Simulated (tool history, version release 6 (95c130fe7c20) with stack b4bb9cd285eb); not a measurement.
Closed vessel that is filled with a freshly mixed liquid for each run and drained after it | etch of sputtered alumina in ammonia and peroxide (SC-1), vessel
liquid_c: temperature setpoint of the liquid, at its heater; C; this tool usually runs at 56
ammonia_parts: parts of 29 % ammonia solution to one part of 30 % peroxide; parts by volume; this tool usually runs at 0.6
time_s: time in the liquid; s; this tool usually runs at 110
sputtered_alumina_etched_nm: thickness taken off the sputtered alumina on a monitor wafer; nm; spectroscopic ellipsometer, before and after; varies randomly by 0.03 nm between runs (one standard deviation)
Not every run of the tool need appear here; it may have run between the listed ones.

run	hour	liquid_c	ammonia_parts	time_s	wafers since the last listed run	hours since the thermometer was replaced	hours since the ammonia flow meter was replaced	hours since the drum of ammonia solution was connected	hours since the gauge calibration	read-back film thickness of the sputtered alumina reference wafer, read on the same gauge (nm)	sputtered_alumina_etched_nm
1	0	56	0.6	110	0	1081	1440.1	304.2	526.9	69.52	6.41
# hour 15.9: new drum of ammonia solution connected
2	42.8	56	0.6	110	2561	1123.8	1482.9	26.9	569.7	69.41	6.4
3	85.8	56	0.6	110	2634	1166.8	1525.9	69.9	612.7	69.34	6.38
4	144.8	56	0.6	110	3615	1225.8	1584.9	128.9	671.7	69.19	6.35
5	208.7	56	0.6	110	3915	1289.7	1648.8	192.8	735.6	69.02	6.36
6	256.6	56	0.6	110	2935	1337.6	1696.7	240.7	783.5	68.87	6.26
7	315.9	56	0.6	110	3633	1396.9	1756	300	842.8	68.72	6.29
# hour 368.2: new drum of ammonia solution connected
8	601.4	56	0.6	110	17432	1682.4	2041.5	233.2	1128.3	67.73	6.2
9	660.1	56	0.6	110	3596	1741.1	2100.2	291.9	1187	67.49	6.2
# hour 679.7: new drum of ammonia solution connected
# hour 705.7: gauge calibrated
10	707.5	51	0.75	170	2843	1788.5	2147.6	27.8	1.8	69.75	7.74
# hour 783.6: ammonia flow meter replaced
11	809.6	56	0.35	170	6194	1890.6	26	129.9	103.9	69.71	9.48
# hour 961.2: thermometer replaced
# hour 1027.8: new drum of ammonia solution connected
12	1122.7	56	0.6	110	19062	161.5	339.1	94.9	417	69.46	6.37
13	1179.4	46.5	0.85	70	3474	218.2	395.8	151.6	473.7	69.34	2.49
14	1282.2	59	0.7	170	6298	321	498.6	254.4	576.5	69.14	11.62
15	1339.3	56	0.4	110	3498	378.1	555.7	311.5	633.6	69.02	6.06
# hour 1383: new drum of ammonia solution connected
16	1608.7	56	0.6	55	16446	647.5	825.1	225.7	903	68.27	3.13

Run-by-run hidden state of the tool:
liquid hotter than its thermometer reads (K): 0 across all the runs
ammonia flow above the setpoint (%): 0 across all the runs
ammonia solution weaker than its label (%): 0 across all the runs
H1: gauge reads high (%)
run	H1
1	-0.701
2	-0.823
3	-0.954
4	-1.15
5	-1.38
6	-1.57
7	-1.82
8	-3.27
9	-3.62
10	-0.374
11	-0.402
12	-0.823
13	-0.954
14	-1.23
15	-1.41
16	-2.48
